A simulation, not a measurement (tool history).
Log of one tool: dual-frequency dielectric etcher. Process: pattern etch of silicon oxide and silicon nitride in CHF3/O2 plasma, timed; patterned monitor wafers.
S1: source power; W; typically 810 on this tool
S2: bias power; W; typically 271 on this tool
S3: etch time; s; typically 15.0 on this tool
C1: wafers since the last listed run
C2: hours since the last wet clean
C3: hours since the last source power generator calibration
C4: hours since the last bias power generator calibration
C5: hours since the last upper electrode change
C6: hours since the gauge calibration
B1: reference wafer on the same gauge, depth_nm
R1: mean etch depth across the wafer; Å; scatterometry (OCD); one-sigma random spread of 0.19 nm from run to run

Run 1, day 0.000: usual settings; C1 0; C2 111.6; C3 3116.4; C4 1851.4; C5 2071.3; C6 573.8; B1 25.44. Result: R1 283.0 Å.
Run 2, day 1.696: usual settings; C1 722; C2 152.3; C3 3157.1; C4 1892.1; C5 2112.0; C6 614.5; B1 25.53. Result: R1 281.4 Å.
Run 3, day 2.812: usual settings; C1 475; C2 179.1; C3 3183.9; C4 1918.9; C5 2138.8; C6 641.3; B1 25.55. Result: R1 281.0 Å.
Run 4, day 5.292: usual settings; C1 1055; C2 238.6; C3 3243.4; C4 1978.4; C5 2198.3; C6 700.8; B1 25.41. Result: R1 278.3 Å.
Run 5, day 7.312: usual settings; C1 860; C2 287.1; C3 3291.9; C4 2026.9; C5 2246.8; C6 749.3; B1 25.44. Result: R1 280.8 Å.
Run 6, day 9.938: usual settings; C1 1117; C2 350.1; C3 3354.9; C4 2089.9; C5 2309.8; C6 812.3; B1 25.54. Result: R1 278.4 Å.
Run 7, day 11.200: usual settings; C1 537; C2 380.4; C3 3385.2; C4 2120.2; C5 2340.1; C6 842.6; B1 25.54. Result: R1 280.4 Å.
Run 8, day 13.771: usual settings; C1 1094; C2 442.1; C3 3446.9; C4 2181.9; C5 2401.8; C6 904.3; B1 25.60. Result: R1 277.5 Å.
At day 15.675: wet clean of the chamber.
Run 9, day 15.696: usual settings; C1 393; C2 0.5; C3 3493.1; C4 2228.1; C5 2448.0; C6 950.5; B1 25.51. Result: R1 282.5 Å.
Run 10, day 17.233: usual settings but S1 870 W, S3 18.0 s; C1 654; C2 37.4; C3 3530.0; C4 2265.0; C5 2484.9; C6 987.4; B1 25.53. Result: R1 350.3 Å.
Run 11, day 19.042: usual settings but S2 325 W, S3 16.5 s; C1 769; C2 80.8; C3 3573.4; C4 2308.4; C5 2528.3; C6 1030.8; B1 25.44. Result: R1 333.5 Å.
At day 22.217: upper electrode replaced.
Run 12, day 22.238: usual settings but S1 730 W, S2 312 W, S3 16.0 s; C1 934; C2 157.5; C3 3650.1; C4 2385.1; C5 0.5; C6 1107.5; B1 25.43. Result: R1 304.8 Å.
At day 26.554: bias power generator calibrated.
At day 27.229: source power generator calibrated.
Run 13, day 30.242: usual settings; C1 3265; C2 349.6; C3 72.3; C4 88.5; C5 192.6; C6 1299.6; B1 25.43. Result: R1 278.1 Å.
Run 14, day 31.988: usual settings but S1 960 W, S2 219 W; C1 743; C2 391.5; C3 114.2; C4 130.4; C5 234.5; C6 1341.5; B1 25.45. Result: R1 272.5 Å.
Run 15, day 34.942: usual settings; C1 1257; C2 462.4; C3 185.1; C4 201.3; C5 305.4; C6 1412.4; B1 25.49. Result: R1 275.9 Å.
At day 37.575: wet clean of the chamber.
At day 38.092: gauge calibrated.
Run 16, day 38.396: usual settings but S2 309 W, S3 14.0 s; C1 1044; C2 19.7; C3 268.0; C4 284.2; C5 388.3; C6 7.3; B1 25.48. Result: R1 275.5 Å.
Run 17, day 40.658: usual settings but S3 11.5 s; C1 963; C2 74.0; C3 322.3; C4 338.5; C5 442.6; C6 61.6; B1 25.50. Result: R1 215.1 Å.
Run 18, day 43.021: usual settings but S1 690 W, S2 234 W, S3 17.0 s; C1 1005; C2 130.7; C3 379.0; C4 395.2; C5 499.3; C6 118.3; B1 25.58. Result: R1 287.1 Å.
Run 19, day 44.288: usual settings; C1 539; C2 161.1; C3 409.4; C4 425.6; C5 529.7; C6 148.7; B1 25.52. Result: R1 282.5 Å.
Run 20, day 46.475: usual settings but S2 294 W; C1 931; C2 213.6; C3 461.9; C4 478.1; C5 582.2; C6 201.2; B1 25.50. Result: R1 291.3 Å.
Run 21, day 49.167: usual settings but S1 680 W, S2 218 W, S3 17.5 s; C1 1145; C2 278.2; C3 526.5; C4 542.7; C5 646.8; C6 265.8; B1 25.49. Result: R1 287.4 Å.
Run 22, day 51.225: usual settings; C1 876; C2 327.6; C3 575.9; C4 592.1; C5 696.2; C6 315.2; B1 25.51. Result: R1 280.7 Å.
Run 23, day 52.258: usual settings but S1 910 W, S2 241 W, S3 12.0 s; C1 439; C2 352.4; C3 600.7; C4 616.9; C5 721.0; C6 340.0; B1 25.55. Result: R1 220.2 Å.
Run 24, day 54.538: usual settings but S1 680 W, S3 12.0 s; C1 970; C2 407.1; C3 655.4; C4 671.6; C5 775.7; C6 394.7; B1 25.53. Result: R1 212.0 Å.
Run 25, day 56.279: usual settings; C1 741; C2 448.9; C3 697.2; C4 713.4; C5 817.5; C6 436.5; B1 25.61. Result: R1 276.4 Å.
At day 58.108: wet clean of the chamber.
Run 26, day 58.912: usual settings but S1 970 W, S3 17.5 s; C1 695; C2 19.3; C3 760.4; C4 776.6; C5 880.7; C6 499.7; B1 25.60. Result: R1 350.4 Å.
Run 27, day 60.496: usual settings but S1 630 W, S2 317 W, S3 13.0 s; C1 674; C2 57.3; C3 798.4; C4 814.6; C5 918.7; C6 537.7; B1 25.50. Result: R1 242.2 Å.
Run 28, day 68.125: usual settings but S1 970 W, S2 312 W, S3 10.5 s; C1 3248; C2 240.4; C3 981.5; C4 997.7; C5 1101.8; C6 720.8; B1 25.46. Result: R1 218.2 Å.
Run 29, day 69.475: usual settings; C1 574; C2 272.8; C3 1013.9; C4 1030.1; C5 1134.2; C6 753.2; B1 25.58. Result: R1 282.8 Å.

4 ways to go on from here, each from the tool as it stands after run 29. What would each give?
Run A, day 69.492: usual settings; C1 7; C2 273.2; C3 1014.3; C4 1030.5; C5 1134.6; C6 753.6; B1 ?. Result: R1 ?.
Run B, day 69.492: usual settings but S1 730 W, S2 323 W, S3 13.0 s; C1 7; C2 273.2; C3 1014.3; C4 1030.5; C5 1134.6; C6 753.6; B1 ?. Result: R1 ?.
Run C, day 69.492: usual settings but S1 880 W, S3 18.0 s; C1 7; C2 273.2; C3 1014.3; C4 1030.5; C5 1134.6; C6 753.6; B1 ?. Result: R1 ?.
Run D, day 69.492: usual settings but S1 910 W, S3 14.0 s; C1 7; C2 273.2; C3 1014.3; C4 1030.5; C5 1134.6; C6 753.6; B1 ?. Result: R1 ?.

run     B1     R1
  A  25.46  286.2
  B  25.46  256.6
  C  25.46  352.5
  D  25.46  277.1
With the hidden condition removed and each run's random variation left untouched, the same runs would have given:
run     R1
  A  288.6
  B  258.8
  C  355.4
  D  279.4
